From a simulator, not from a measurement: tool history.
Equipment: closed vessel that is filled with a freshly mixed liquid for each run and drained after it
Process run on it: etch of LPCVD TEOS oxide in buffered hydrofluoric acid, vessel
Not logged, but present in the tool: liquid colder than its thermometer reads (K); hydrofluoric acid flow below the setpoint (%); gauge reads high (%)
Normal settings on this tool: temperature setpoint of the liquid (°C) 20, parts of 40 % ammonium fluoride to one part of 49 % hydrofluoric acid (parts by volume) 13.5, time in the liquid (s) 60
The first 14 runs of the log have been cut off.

run	day	temperature setpoint of the liquid (°C)	parts of 40 % ammonium fluoride to one part of 49 % hydrofluoric acid (parts by volume)	time in the liquid (s)	wafers since the last listed run	hours since the thermometer was replaced	hours since the hydrofluoric acid flow meter was replaced	hours since the gauge calibration	read-back film thickness of the LPCVD TEOS oxide reference wafer, read on the same gauge (nm)	thickness taken off the LPCVD TEOS oxide on a monitor wafer (angstrom)
# day 6.75: hydrofluoric acid flow meter replaced
15	6.9	20	17	90	677	2014.2	3.6	34	140.02	1525
16	8.588	23.5	11.5	40	4729	2054.7	44.1	74.5	139.99	1182.1
17	9.121	20	12.5	60	1494	2067.5	56.9	87.3	140	1356.9
18	10.288	20	13.5	60	3269	2095.5	84.9	115.3	140.02	1252.4
19	10.867	20	16	60	1623	2109.4	98.8	129.2	139.98	1056.5
20	11.167	20	15	30	840	2116.6	106	136.4	140	562.9
# day 12.038: thermometer replaced
21	13.125	20	13.5	40	5371	26.1	153	183.4	139.99	832.3
22	13.783	23.5	10.5	70	1844	41.9	168.8	199.2	140	2221.6
23	14.504	20	15	30	2020	59.2	186.1	216.5	140.01	560.4
24	15.092	24.5	9.5	35	1646	73.3	200.2	230.6	140	1288.5
25	15.55	17	10.5	60	1284	84.3	211.2	241.6	140.01	1345.6
26	15.962	17	9.5	35	1156	94.2	221.1	251.5	140.03	855.7
27	16.412	22.5	9.5	95	1261	105	231.9	262.3	140	3151
28	17.15	17	8.5	90	2066	122.7	249.6	280	140	2401.6
29	17.662	23.5	9.5	80	1436	135	261.9	292.3	139.98	2757.5
30	17.917	20	13.5	60	712	141.1	268	298.4	140.02	1239.4

Run 31 comes next. What will it give?
31	18.338	20	18	85	1179	151.2	278.1	308.5	?	?

read-back film thickness of the LPCVD TEOS oxide reference wafer, read on the same gauge (nm): 140.02
thickness taken off the LPCVD TEOS oxide on a monitor wafer (angstrom): 1335.5
Take away the tool's hidden state, keep the run-to-run variation as it was, and the same run would have given thickness taken off the LPCVD TEOS oxide on a monitor wafer (angstrom) 1365.3.

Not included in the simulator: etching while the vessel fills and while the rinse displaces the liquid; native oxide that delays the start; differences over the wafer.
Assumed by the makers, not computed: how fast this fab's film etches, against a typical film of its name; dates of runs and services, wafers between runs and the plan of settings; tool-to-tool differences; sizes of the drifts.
